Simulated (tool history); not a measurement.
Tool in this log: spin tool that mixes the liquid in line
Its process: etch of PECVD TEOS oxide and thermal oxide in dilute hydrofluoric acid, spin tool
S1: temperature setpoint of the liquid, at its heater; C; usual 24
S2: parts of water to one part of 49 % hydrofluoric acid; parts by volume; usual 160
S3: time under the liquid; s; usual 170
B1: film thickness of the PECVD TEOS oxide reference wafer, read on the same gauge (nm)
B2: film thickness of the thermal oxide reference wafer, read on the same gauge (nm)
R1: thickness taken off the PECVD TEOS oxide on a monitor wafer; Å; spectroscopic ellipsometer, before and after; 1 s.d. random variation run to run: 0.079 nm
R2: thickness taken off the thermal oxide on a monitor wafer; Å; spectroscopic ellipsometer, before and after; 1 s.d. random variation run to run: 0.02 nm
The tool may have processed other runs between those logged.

{"run": 1, "hour": 0.0, "S1": 24, "S2": 160, "S3": 170, "B1": 110.02, "B2": 99.986, "R1": 93.4, "R2": 40.59}
{"run": 2, "hour": 46.9, "S1": 24, "S2": 160, "S3": 170, "B1": 110.01, "B2": 100.013, "R1": 92, "R2": 40.87}
{"run": 3, "hour": 109.6, "S1": 24, "S2": 160, "S3": 170, "B1": 109.99, "B2": 99.995, "R1": 93.3, "R2": 41.27}
{"run": 4, "hour": 162.4, "S1": 24, "S2": 160, "S3": 170, "B1": 109.99, "B2": 99.976, "R1": 91.8, "R2": 41.29}
{"hour": 242.5, "done": "thermometer replaced"}
{"run": 5, "hour": 378.9, "S1": 24, "S2": 160, "S3": 170, "B1": 109.99, "B2": 99.995, "R1": 88.8, "R2": 39.6}
{"run": 6, "hour": 418.9, "S1": 24, "S2": 160, "S3": 170, "B1": 110, "B2": 99.972, "R1": 90, "R2": 39.01}
{"run": 7, "hour": 456.7, "S1": 24, "S2": 160, "S3": 170, "B1": 109.98, "B2": 100.025, "R1": 89.2, "R2": 39.57}
{"run": 8, "hour": 515.5, "S1": 24, "S2": 160, "S3": 170, "B1": 110.02, "B2": 99.994, "R1": 90.1, "R2": 39.84}
{"run": 9, "hour": 598.0, "S1": 24, "S2": 160, "S3": 170, "B1": 110.01, "B2": 100.013, "R1": 91.3, "R2": 40.01}
{"run": 10, "hour": 658.5, "S1": 25.5, "S2": 160, "S3": 170, "B1": 110.01, "B2": 99.987, "R1": 97.4, "R2": 41.94}
{"hour": 689.1, "done": "gauge calibrated"}
{"run": 11, "hour": 706.6, "S1": 25.5, "S2": 160, "S3": 170, "B1": 109.99, "B2": 99.998, "R1": 98.1, "R2": 42.68}
{"run": 12, "hour": 813.6, "S1": 24, "S2": 160, "S3": 245, "B1": 109.99, "B2": 99.985, "R1": 131.5, "R2": 58.68}
{"run": 13, "hour": 868.9, "S1": 22.5, "S2": 135, "S3": 80, "B1": 110, "B2": 99.995, "R1": 50, "R2": 21.99}
{"run": 14, "hour": 935.9, "S1": 24, "S2": 225, "S3": 170, "B1": 110, "B2": 99.975, "R1": 60.5, "R2": 26.86}
{"run": 15, "hour": 1038.5, "S1": 24, "S2": 160, "S3": 245, "B1": 110, "B2": 100.017, "R1": 135.1, "R2": 59.25}
{"hour": 1079.9, "done": "thermometer replaced"}
{"run": 16, "hour": 1096.5, "S1": 22.5, "S2": 160, "S3": 110, "B1": 110.01, "B2": 100.006, "R1": 54.3, "R2": 23.85}
{"hour": 1127.0, "done": "hydrofluoric acid flow meter replaced"}
{"run": 17, "hour": 1185.5, "S1": 22.5, "S2": 160, "S3": 170, "B1": 110.02, "B2": 99.973, "R1": 84.4, "R2": 37.14}
{"run": 18, "hour": 1283.0, "S1": 24, "S2": 160, "S3": 170, "B1": 110.01, "B2": 99.969, "R1": 89.7, "R2": 39.26}
{"run": 19, "hour": 1336.8, "S1": 24, "S2": 160, "S3": 170, "B1": 110, "B2": 99.967, "R1": 89, "R2": 39.58}
{"run": 20, "hour": 1394.0, "S1": 24, "S2": 160, "S3": 170, "B1": 109.98, "B2": 99.971, "R1": 90.5, "R2": 39.91}
{"run": 21, "hour": 1448.1, "S1": 19.5, "S2": 90, "S3": 225, "B1": 110.01, "B2": 99.995, "R1": 194.5, "R2": 85.08}
{"run": 22, "hour": 1490.3, "S1": 24, "S2": 160, "S3": 170, "B1": 110, "B2": 100.038, "R1": 90.5, "R2": 40.21}
{"run": 23, "hour": 1574.6, "S1": 26.5, "S2": 160, "S3": 105, "B1": 110.01, "B2": 100.024, "R1": 62.2, "R2": 27.2}
{"run": 24, "hour": 1672.5, "S1": 19, "S2": 105, "S3": 200, "B1": 110, "B2": 100.018, "R1": 143.2, "R2": 63.7}

Here are 5 independent what-if runs from the current tool condition. What would each one return?
{"run": "A", "hour": 1673.0, "S1": 24, "S2": 160, "S3": 105, "B1": "?", "B2": "?", "R1": "?", "R2": "?"}
{"run": "B", "hour": 1673.0, "S1": 24, "S2": 160, "S3": 80, "B1": "?", "B2": "?", "R1": "?", "R2": "?"}
{"run": "C", "hour": 1673.0, "S1": 22.5, "S2": 90, "S3": 170, "B1": "?", "B2": "?", "R1": "?", "R2": "?"}
{"run": "D", "hour": 1673.0, "S1": 24, "S2": 135, "S3": 170, "B1": "?", "B2": "?", "R1": "?", "R2": "?"}
{"run": "E", "hour": 1673.0, "S1": 21.5, "S2": 160, "S3": 170, "B1": "?", "B2": "?", "R1": "?", "R2": "?"}

run=A B1=110.01 B2=100.019 R1=55.4 R2=25.18
run=B B1=110.01 B2=100.019 R1=42.2 R2=19.18
run=C B1=110.01 B2=100.019 R1=163.5 R2=74.31
run=D B1=110.01 B2=100.019 R1=109.4 R2=49.75
run=E B1=110.01 B2=100.019 R1=81.5 R2=37.06
The same runs, with their run-to-run variation unchanged, on a tool lacking any hidden condition would have given:
run=A R1=53.4 R2=24.27
run=B R1=40.7 R2=18.49
run=C R1=157.2 R2=71.47
run=D R1=105.4 R2=47.93
run=E R1=78.5 R2=35.7
